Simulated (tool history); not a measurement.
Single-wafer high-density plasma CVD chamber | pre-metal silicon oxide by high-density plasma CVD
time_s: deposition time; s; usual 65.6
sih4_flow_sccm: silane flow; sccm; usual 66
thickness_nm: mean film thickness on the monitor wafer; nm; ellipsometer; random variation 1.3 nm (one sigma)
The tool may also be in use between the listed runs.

run   hour  time_s  sih4_flow_sccm  wafers since the last listed run  hours since the silane flow controller was replaced  hours since the gauge calibration  read-back reference wafer on the same gauge, thickness_nm  thickness_nm
  1    0.0    65.6              66                                 0                                               2450.7                              516.6                                                    422.422       398.013
  2   27.2    65.6              66                               621                                               2477.9                              543.8                                                    422.650       396.768
  3   44.4    65.6              66                               392                                               2495.1                              561.0                                                    421.995       397.145
  4   79.2    65.6              66                               794                                               2529.9                              595.8                                                    421.467       396.326
  5   93.8    65.6              66                               333                                               2544.5                              610.4                                                    421.482       398.552
  6  111.0    57.3              66                               392                                               2561.7                              627.6                                                    421.366       344.753
  7  143.1    65.6              66                               732                                               2593.8                              659.7                                                    421.228       396.888
  8  164.3    72.5              70                               484                                               2615.0                              680.9                                                    420.549       459.570
  9  184.8    72.5              70                               468                                               2635.5                              701.4                                                    420.258       459.163
 10  217.0    72.5              70                               735                                               2667.7                              733.6                                                    419.483       458.449
 11  240.3    65.6              66                               532                                               2691.0                              756.9                                                    419.785       394.814
 12  270.7    65.6              66                               694                                               2721.4                              787.3                                                    419.082       393.737
 13  298.9    65.6              66                               643                                               2749.6                              815.5                                                    418.876       392.724
 14  333.9    65.6              66                               799                                               2784.6                              850.5                                                    418.152       393.640
     336.1  -- gauge calibrated
 15  363.1    65.6              66                               666                                               2813.8                               27.0                                                    426.803       403.186
     384.4  -- silane flow controller replaced
 16  384.9    65.6              66                               315                                                  0.5                               48.8                                                    427.031       402.129
 17  402.4    65.6              66                               399                                                 18.0                               66.3                                                    427.146       400.532
 18  422.2    65.6              70                               452                                                 37.8                               86.1                                                    427.005       422.674
 19  450.8    65.6              66                               653                                                 66.4                              114.7                                                    426.698       401.520
 20  481.3    72.4              73                               696                                                 96.9                              145.2                                                    426.659       482.055
 21  498.2    65.6              66                               385                                                113.8                              162.1                                                    426.762       401.150
 22  531.3    59.2              60                               755                                                146.9                              195.2                                                    426.895       336.379
 23  556.4    70.4              62                               573                                                172.0                              220.3                                                    426.677       407.851
 24  585.2    57.5              79                               657                                                200.8                              249.1                                                    426.300       409.836
 25  607.0    75.1              55                               497                                                222.6                              270.9                                                    426.552       393.878
 26  637.5    71.3              55                               696                                                253.1                              301.4                                                    426.426       374.591
 27  661.2    65.6              59                               541                                                276.8                              325.1                                                    426.115       363.720
 28  691.6    65.6              66                               694                                                307.2                              355.5                                                    425.980       401.363
 29  724.6    76.2              61                               753                                                340.2                              388.5                                                    425.505       437.879
 30  737.9    65.6              66                               303                                                353.5                              401.8                                                    425.225       399.845
 31  754.4    76.5              62                               376                                                370.0                              418.3                                                    424.691       443.046
 32  787.3    53.2              56                               751                                                402.9                              451.2                                                    425.236       282.979
 33  805.7    71.4              66                               420                                                421.3                              469.6                                                    424.725       434.715

Hidden state or all else? Some run-to-run changes of thickness_nm, split into what the settings, what came in and random variation would give without the hidden state, and what is left for the hidden state (with any gauge scatter that isn't in both results):
The hidden state here: delivered silane flow above the setpoint (%); gauge reads high (%).
Run 6 -> 7: time_s 57.3 -> 65.6. thickness_nm +52.135 nm: hidden state -0.990, all else +53.125.
Run 7 -> 8: time_s 65.6 -> 72.5, sih4_flow_sccm 66 -> 70. thickness_nm +62.682 nm: hidden state -1.085, all else +63.767.
Run 14 -> 15: gauge calibrated. thickness_nm +9.546 nm: hidden state +8.707, all else +0.839.
Run 20 -> 21: time_s 72.4 -> 65.6, sih4_flow_sccm 73 -> 66. thickness_nm -80.905 nm: hidden state -0.223, all else -80.682.
Run 31 -> 32: time_s 76.5 -> 53.2, sih4_flow_sccm 62 -> 56. thickness_nm -160.067 nm: hidden state +0.080, all else -160.147.
Run 32 -> 33: time_s 53.2 -> 71.4, sih4_flow_sccm 56 -> 66. thickness_nm +151.736 nm: hidden state -0.569, all else +152.305.
